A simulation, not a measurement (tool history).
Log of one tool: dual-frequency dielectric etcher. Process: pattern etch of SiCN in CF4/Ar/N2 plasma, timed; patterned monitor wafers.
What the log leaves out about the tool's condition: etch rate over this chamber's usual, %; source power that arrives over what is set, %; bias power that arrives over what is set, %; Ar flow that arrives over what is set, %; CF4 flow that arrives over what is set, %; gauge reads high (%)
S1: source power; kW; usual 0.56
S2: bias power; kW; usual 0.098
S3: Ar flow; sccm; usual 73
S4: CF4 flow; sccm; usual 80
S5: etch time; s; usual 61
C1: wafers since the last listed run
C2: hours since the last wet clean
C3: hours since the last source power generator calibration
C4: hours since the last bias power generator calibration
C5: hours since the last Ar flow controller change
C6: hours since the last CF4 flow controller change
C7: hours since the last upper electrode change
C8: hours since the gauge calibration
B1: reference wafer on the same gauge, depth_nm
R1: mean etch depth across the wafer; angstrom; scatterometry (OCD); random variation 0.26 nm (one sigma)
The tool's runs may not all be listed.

{"run": 1, "day": 0.0, "S1": 0.56, "S2": 0.098, "S3": 68, "S4": 80, "S5": 61, "C1": 0, "C2": 392.4, "C3": 173.7, "C4": 125.3, "C5": 2008.4, "C6": 2716.1, "C7": 61.1, "C8": 614.3, "B1": 61.6, "R1": 771}
{"run": 2, "day": 0.512, "S1": 0.56, "S2": 0.098, "S3": 73, "S4": 80, "S5": 61, "C1": 108, "C2": 404.7, "C3": 186, "C4": 137.6, "C5": 2020.7, "C6": 2728.4, "C7": 73.4, "C8": 626.6, "B1": 61.5, "R1": 766}
{"run": 3, "day": 1.854, "S1": 0.44, "S2": 0.098, "S3": 73, "S4": 80, "S5": 61, "C1": 283, "C2": 436.9, "C3": 218.2, "C4": 169.8, "C5": 2052.9, "C6": 2760.6, "C7": 105.6, "C8": 658.8, "B1": 61.7, "R1": 614}
{"run": 4, "day": 2.904, "S1": 0.56, "S2": 0.098, "S3": 65, "S4": 89, "S5": 61, "C1": 221, "C2": 462.1, "C3": 243.4, "C4": 195, "C5": 2078.1, "C6": 2785.8, "C7": 130.8, "C8": 684, "B1": 61.6, "R1": 794}
{"day": 4.467, "done": "wet clean of the chamber"}
{"run": 5, "day": 4.488, "S1": 0.56, "S2": 0.098, "S3": 73, "S4": 80, "S5": 61, "C1": 123, "C2": 0.5, "C3": 281.4, "C4": 233, "C5": 2116.1, "C6": 2823.8, "C7": 168.8, "C8": 722, "B1": 61.7, "R1": 766}
{"run": 6, "day": 5.317, "S1": 0.56, "S2": 0.098, "S3": 73, "S4": 80, "S5": 61, "C1": 175, "C2": 20.4, "C3": 301.3, "C4": 252.9, "C5": 2136, "C6": 2843.7, "C7": 188.7, "C8": 741.9, "B1": 61.7, "R1": 767}
{"run": 7, "day": 6.762, "S1": 0.49, "S2": 0.098, "S3": 73, "S4": 90, "S5": 61, "C1": 305, "C2": 55.1, "C3": 336, "C4": 287.6, "C5": 2170.7, "C6": 2878.4, "C7": 223.4, "C8": 776.6, "B1": 61.5, "R1": 690}
{"run": 8, "day": 7.938, "S1": 0.42, "S2": 0.098, "S3": 73, "S4": 80, "S5": 61, "C1": 248, "C2": 83.3, "C3": 364.2, "C4": 315.8, "C5": 2198.9, "C6": 2906.6, "C7": 251.6, "C8": 804.8, "B1": 61.6, "R1": 593}
{"run": 9, "day": 8.6, "S1": 0.5, "S2": 0.098, "S3": 80, "S4": 80, "S5": 61, "C1": 139, "C2": 99.2, "C3": 380.1, "C4": 331.7, "C5": 2214.8, "C6": 2922.5, "C7": 267.5, "C8": 820.7, "B1": 61.6, "R1": 687}
{"day": 9.325, "done": "CF4 flow controller replaced"}
{"run": 10, "day": 9.892, "S1": 0.56, "S2": 0.115, "S3": 73, "S4": 61, "S5": 61, "C1": 219, "C2": 130.2, "C3": 411.1, "C4": 362.7, "C5": 2245.8, "C6": 13.6, "C7": 298.5, "C8": 851.7, "B1": 61.5, "R1": 790}
{"day": 10.188, "done": "gauge calibrated"}
{"run": 11, "day": 11.042, "S1": 0.47, "S2": 0.098, "S3": 73, "S4": 80, "S5": 61, "C1": 242, "C2": 157.8, "C3": 438.7, "C4": 390.3, "C5": 2273.4, "C6": 41.2, "C7": 326.1, "C8": 20.5, "B1": 61.6, "R1": 655}
{"run": 12, "day": 11.933, "S1": 0.67, "S2": 0.098, "S3": 87, "S4": 80, "S5": 61, "C1": 188, "C2": 179.2, "C3": 460.1, "C4": 411.7, "C5": 2294.8, "C6": 62.6, "C7": 347.5, "C8": 41.9, "B1": 61.6, "R1": 885}
{"day": 12.938, "done": "Ar flow controller replaced"}
{"run": 13, "day": 12.958, "S1": 0.68, "S2": 0.098, "S3": 63, "S4": 80, "S5": 54.5, "C1": 163, "C2": 203.8, "C3": 484.7, "C4": 436.3, "C5": 0.5, "C6": 87.2, "C7": 372.1, "C8": 66.5, "B1": 61.6, "R1": 845}
{"run": 14, "day": 13.671, "S1": 0.43, "S2": 0.098, "S3": 73, "S4": 99, "S5": 61, "C1": 150, "C2": 220.9, "C3": 501.8, "C4": 453.4, "C5": 17.6, "C6": 104.3, "C7": 389.2, "C8": 83.6, "B1": 61.7, "R1": 615}

Run 15 is up next; what results do you expect?
{"run": 15, "day": 14.925, "S1": 0.68, "S2": 0.074, "S3": 83, "S4": 69, "S5": 61, "C1": 264, "C2": 251, "C3": 531.9, "C4": 483.5, "C5": 47.7, "C6": 134.4, "C7": 419.3, "C8": 113.7, "B1": "?", "R1": "?"}

{"run 15": {"B1": 61.6, "R1": 799}}
The same run, on a tool lacking any hidden state, would have yielded R1 790 angstrom.

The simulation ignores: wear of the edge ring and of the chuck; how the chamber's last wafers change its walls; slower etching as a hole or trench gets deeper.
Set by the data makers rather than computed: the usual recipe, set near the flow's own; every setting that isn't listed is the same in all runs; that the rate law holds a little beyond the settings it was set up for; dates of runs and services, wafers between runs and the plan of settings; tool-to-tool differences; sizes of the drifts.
